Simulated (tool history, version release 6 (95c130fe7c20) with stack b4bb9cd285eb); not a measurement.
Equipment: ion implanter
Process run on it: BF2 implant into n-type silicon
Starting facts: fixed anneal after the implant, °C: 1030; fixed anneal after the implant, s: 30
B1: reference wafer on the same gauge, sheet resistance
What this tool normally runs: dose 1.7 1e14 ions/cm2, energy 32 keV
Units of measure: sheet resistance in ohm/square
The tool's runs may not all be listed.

Run 1, day 0: usual settings; B1 641.55. Result: sheet resistance 586.76 ohm/square.
Run 2, day 3.246: usual settings; B1 640.98. Result: sheet resistance 585.76 ohm/square.
Run 3, day 15.842: usual settings; B1 641.3. Result: sheet resistance 599.84 ohm/square.
Run 4, day 19.421: usual settings; B1 640.73. Result: sheet resistance 601.61 ohm/square.
At day 20.921: gauge calibrated.
Run 5, day 20.95: usual settings; B1 640.3. Result: sheet resistance 607.28 ohm/square.
Run 6, day 25.15: usual settings; B1 640.89. Result: sheet resistance 613.94 ohm/square.
Run 7, day 29.175: usual settings but dose 2.03 1e14 ions/cm2; B1 640.74. Result: sheet resistance 536.33 ohm/square.
At day 30.492: Faraday cup replaced and dose calibrated.
Run 8, day 36.142: usual settings but dose 1.81 1e14 ions/cm2, energy 29.5 keV; B1 641.31. Result: sheet resistance 566.74 ohm/square.
Run 9, day 38.158: usual settings but energy 40.5 keV; B1 640.4. Result: sheet resistance 581.03 ohm/square.
Run 10, day 39.925: usual settings but energy 40.5 keV; B1 641.42. Result: sheet resistance 582.8 ohm/square.
At day 42.021: extraction supply calibrated.
Run 11, day 43.188: usual settings; B1 641.15. Result: sheet resistance 603.11 ohm/square.
Run 12, day 46.042: usual settings but dose 1.54 1e14 ions/cm2, energy 27.5 keV; B1 640.91. Result: sheet resistance 659.25 ohm/square.
Run 13, day 48.892: usual settings but dose 1.54 1e14 ions/cm2, energy 27.5 keV; B1 640.42. Result: sheet resistance 662.28 ohm/square.
Run 14, day 50.546: usual settings but energy 41.5 keV; B1 640.14. Result: sheet resistance 589.38 ohm/square.
At day 54.371: Faraday cup replaced and dose calibrated.
Run 15, day 54.671: usual settings but dose 1.34 1e14 ions/cm2, energy 21.5 keV; B1 640.55. Result: sheet resistance 760.58 ohm/square.
Run 16, day 58.508: usual settings but dose 1.38 1e14 ions/cm2; B1 640.85. Result: sheet resistance 700.35 ohm/square.
Run 17, day 61.542: usual settings but dose 1.84 1e14 ions/cm2, energy 25 keV; B1 641.23. Result: sheet resistance 576.84 ohm/square.
Run 18, day 65.762: usual settings; B1 640.24. Result: sheet resistance 593.68 ohm/square.
At day 66.592: gauge calibrated.
Run 19, day 69.112: usual settings; B1 641.54. Result: sheet resistance 595.23 ohm/square.
Run 20, day 73.392: usual settings; B1 641.53. Result: sheet resistance 602.41 ohm/square.
Run 21, day 76.708: usual settings but dose 1.87 1e14 ions/cm2, energy 28 keV; B1 640.92. Result: sheet resistance 572.54 ohm/square.
Run 22, day 80.175: usual settings but energy 36 keV; B1 641.3. Result: sheet resistance 607.24 ohm/square.
At day 82.342: Faraday cup replaced and dose calibrated.
Run 23, day 82.362: usual settings but energy 37.5 keV; B1 641.02. Result: sheet resistance 577.28 ohm/square.
Run 24, day 84.083: usual settings but dose 2.11 1e14 ions/cm2, energy 42 keV; B1 640.92. Result: sheet resistance 477 ohm/square.
Run 25, day 85.933: usual settings; B1 641.29. Result: sheet resistance 587.94 ohm/square.
Run 26, day 89.3: usual settings; B1 640.85. Result: sheet resistance 592.31 ohm/square.

4 options for the next run, each taken on its own from the tool as it stands now. Forecast them:
Run A, day 89.317: usual settings but energy 28 keV; B1 ?. Result: sheet resistance ?.
Run B, day 89.317: usual settings but dose 2 1e14 ions/cm2, energy 21.5 keV; B1 ?. Result: sheet resistance ?.
Run C, day 89.317: usual settings but dose 1.89 1e14 ions/cm2, energy 23.5 keV; B1 ?. Result: sheet resistance ?.
Run D, day 89.317: usual settings but dose 2.18 1e14 ions/cm2, energy 37.5 keV; B1 ?. Result: sheet resistance ?.

run      B1  sheet resistance
  A  641.38            602.99
  B  641.38            540.42
  C  641.38               562
  D  641.38            474.77
Stripped of hidden state, with their random variation kept, the same runs would have yielded:
run  sheet resistance
  A            603.61
  B            540.99
  C            562.59
  D            475.26
